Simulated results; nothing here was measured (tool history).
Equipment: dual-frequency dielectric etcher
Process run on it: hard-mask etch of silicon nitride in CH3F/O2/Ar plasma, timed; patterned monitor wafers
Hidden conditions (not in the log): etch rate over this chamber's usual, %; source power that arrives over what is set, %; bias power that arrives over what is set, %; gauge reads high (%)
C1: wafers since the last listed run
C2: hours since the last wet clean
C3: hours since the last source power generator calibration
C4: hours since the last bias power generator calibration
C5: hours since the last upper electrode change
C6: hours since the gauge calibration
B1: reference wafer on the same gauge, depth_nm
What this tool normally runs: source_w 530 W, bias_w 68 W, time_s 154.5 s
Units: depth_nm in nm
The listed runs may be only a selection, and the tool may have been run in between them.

Run 1, hour 0: usual settings; C1 0; C2 467.4; C3 3832.4; C4 3040.2; C5 3621.9; C6 486.5; B1 98. Result: depth_nm 109.9 nm.
Run 2, hour 13.8: usual settings but source_w 460 W, bias_w 56 W; C1 63; C2 481.2; C3 3846.2; C4 3054; C5 3635.7; C6 500.3; B1 98. Result: depth_nm 99.1 nm.
Run 3, hour 28.2: usual settings but source_w 460 W, bias_w 56 W; C1 66; C2 495.6; C3 3860.6; C4 3068.4; C5 3650.1; C6 514.7; B1 98. Result: depth_nm 99 nm.
At hour 64: wet clean of the chamber.
Run 4, hour 64.5: usual settings but source_w 460 W, bias_w 56 W; C1 56; C2 0.5; C3 3896.9; C4 3104.7; C5 3686.4; C6 551; B1 98. Result: depth_nm 101.6 nm.
Run 5, hour 64.9: usual settings; C1 1; C2 0.9; C3 3897.3; C4 3105.1; C5 3686.8; C6 551.4; B1 98. Result: depth_nm 112.1 nm.
At hour 77.9: source power generator calibrated.
Run 6, hour 93.7: usual settings but source_w 450 W; C1 114; C2 29.7; C3 15.8; C4 3133.9; C5 3715.6; C6 580.2; B1 98. Result: depth_nm 107.4 nm.
Run 7, hour 128.9: usual settings but source_w 450 W; C1 162; C2 64.9; C3 51; C4 3169.1; C5 3750.8; C6 615.4; B1 98. Result: depth_nm 107 nm.
Run 8, hour 163.9: usual settings but source_w 430 W; C1 161; C2 99.9; C3 86; C4 3204.1; C5 3785.8; C6 650.4; B1 98. Result: depth_nm 106.1 nm.
Run 9, hour 199: usual settings but source_w 430 W; C1 161; C2 135; C3 121.1; C4 3239.2; C5 3820.9; C6 685.5; B1 98. Result: depth_nm 105.4 nm.
Run 10, hour 230: usual settings but source_w 610 W, bias_w 57 W, time_s 198 s; C1 142; C2 166; C3 152.1; C4 3270.2; C5 3851.9; C6 716.5; B1 98. Result: depth_nm 140.5 nm.
At hour 236.7: bias power generator calibrated.
Run 11, hour 243.1: usual settings but source_w 630 W, bias_w 55 W; C1 41; C2 179.1; C3 165.2; C4 6.4; C5 3865; C6 729.6; B1 98. Result: depth_nm 107.3 nm.
At hour 244.5: gauge calibrated.
Run 12, hour 270.5: usual settings but source_w 410 W, bias_w 73 W, time_s 178.5 s; C1 126; C2 206.5; C3 192.6; C4 33.8; C5 3892.4; C6 26; B1 98. Result: depth_nm 121.1 nm.
Run 13, hour 298.9: usual settings but source_w 640 W; C1 130; C2 234.9; C3 221; C4 62.2; C5 3920.8; C6 54.4; B1 98. Result: depth_nm 115 nm.
Run 14, hour 324.9: usual settings but source_w 600 W, bias_w 76 W, time_s 121.5 s; C1 119; C2 260.9; C3 247; C4 88.2; C5 3946.8; C6 80.4; B1 98. Result: depth_nm 92.1 nm.
Run 15, hour 344.7: usual settings; C1 91; C2 280.7; C3 266.8; C4 108; C5 3966.6; C6 100.2; B1 98. Result: depth_nm 109 nm.
At hour 376.3: upper electrode replaced.
Run 16, hour 377.7: usual settings; C1 41; C2 313.7; C3 299.8; C4 141; C5 1.4; C6 133.2; B1 98. Result: depth_nm 109.5 nm.
Run 17, hour 403.7: usual settings but source_w 480 W, bias_w 53 W; C1 119; C2 339.7; C3 325.8; C4 167; C5 27.4; C6 159.2; B1 98. Result: depth_nm 97.8 nm.
Run 18, hour 417.8: usual settings; C1 64; C2 353.8; C3 339.9; C4 181.1; C5 41.5; C6 173.3; B1 98. Result: depth_nm 109.1 nm.
Run 19, hour 443.3: usual settings but time_s 125 s; C1 117; C2 379.3; C3 365.4; C4 206.6; C5 67; C6 198.8; B1 98. Result: depth_nm 88.2 nm.
Run 20, hour 470.9: usual settings but source_w 640 W, bias_w 78 W; C1 127; C2 406.9; C3 393; C4 234.2; C5 94.6; C6 226.4; B1 98. Result: depth_nm 120.3 nm.
Run 21, hour 498.8: usual settings; C1 128; C2 434.8; C3 420.9; C4 262.1; C5 122.5; C6 254.3; B1 98. Result: depth_nm 108.8 nm.
Run 22, hour 511.5: usual settings; C1 58; C2 447.5; C3 433.6; C4 274.8; C5 135.2; C6 267; B1 98. Result: depth_nm 108.7 nm.
Run 23, hour 545.3: usual settings but source_w 460 W, bias_w 58 W, time_s 187.5 s; C1 155; C2 481.3; C3 467.4; C4 308.6; C5 169; C6 300.8; B1 98. Result: depth_nm 120.7 nm.
Run 24, hour 575: usual settings but source_w 580 W, bias_w 51 W; C1 136; C2 511; C3 497.1; C4 338.3; C5 198.7; C6 330.5; B1 98. Result: depth_nm 101.4 nm.
Run 25, hour 589.1: usual settings but source_w 420 W, bias_w 80 W, time_s 194.5 s; C1 64; C2 525.1; C3 511.2; C4 352.4; C5 212.8; C6 344.6; B1 98. Result: depth_nm 136.2 nm.
Run 26, hour 638.2: usual settings but source_w 640 W, bias_w 82 W; C1 226; C2 574.2; C3 560.3; C4 401.5; C5 261.9; C6 393.7; B1 98. Result: depth_nm 121.8 nm.
At hour 667.6: wet clean of the chamber.
Run 27, hour 668.1: usual settings but time_s 179.5 s; C1 27; C2 0.5; C3 590.2; C4 431.4; C5 291.8; C6 423.6; B1 98. Result: depth_nm 128.8 nm.
Run 28, hour 678.5: usual settings but source_w 570 W, bias_w 54 W, time_s 183.5 s; C1 47; C2 10.9; C3 600.6; C4 441.8; C5 302.2; C6 434; B1 98. Result: depth_nm 124.6 nm.
Run 29, hour 702.4: usual settings but source_w 650 W; C1 110; C2 34.8; C3 624.5; C4 465.7; C5 326.1; C6 457.9; B1 98. Result: depth_nm 116.9 nm.

What differs in the tool's unlogged condition from the final listed run ahead of each entry between runs to the first listed run following it?
After run 3, before run 4: wet clean of the chamber (hour 64)
  etch rate over this chamber's usual, %: -2.22 -> 0.0151; bias power that arrives over what is set, %: 5.29 -> 5.3
  measured less the result without the state, depth_nm: -0.6 -> +1.7 nm
After run 5, before run 6: source power generator calibrated (hour 77.9)
  etch rate over this chamber's usual, %: 0.0136 -> -0.0966; bias power that arrives over what is set, %: 5.3 -> 5.31
  measured less the result without the state, depth_nm: +1.9 -> +1.7 nm
After run 10, before run 11: bias power generator calibrated (hour 236.7)
  etch rate over this chamber's usual, %: -0.618 -> -0.668; bias power that arrives over what is set, %: 5.33 -> -0.098
  measured less the result without the state, depth_nm: +1.5 -> -0.8 nm
After run 11, before run 12: gauge calibrated (hour 244.5)
  etch rate over this chamber's usual, %: -0.668 -> -0.773; bias power that arrives over what is set, %: -0.098 -> 0.0464
  measured less the result without the state, depth_nm: -0.8 -> -0.9 nm
After run 15, before run 16: upper electrode replaced (hour 376.3)
  etch rate over this chamber's usual, %: -1.06 -> -1.18; bias power that arrives over what is set, %: 0.418 -> 0.574
  measured less the result without the state, depth_nm: -1 -> -1.1 nm
After run 26, before run 27: wet clean of the chamber (hour 667.6)
  etch rate over this chamber's usual, %: -2.18 -> -0.0882; bias power that arrives over what is set, %: 1.64 -> 1.74
  measured less the result without the state, depth_nm: -2 -> +0.6 nm

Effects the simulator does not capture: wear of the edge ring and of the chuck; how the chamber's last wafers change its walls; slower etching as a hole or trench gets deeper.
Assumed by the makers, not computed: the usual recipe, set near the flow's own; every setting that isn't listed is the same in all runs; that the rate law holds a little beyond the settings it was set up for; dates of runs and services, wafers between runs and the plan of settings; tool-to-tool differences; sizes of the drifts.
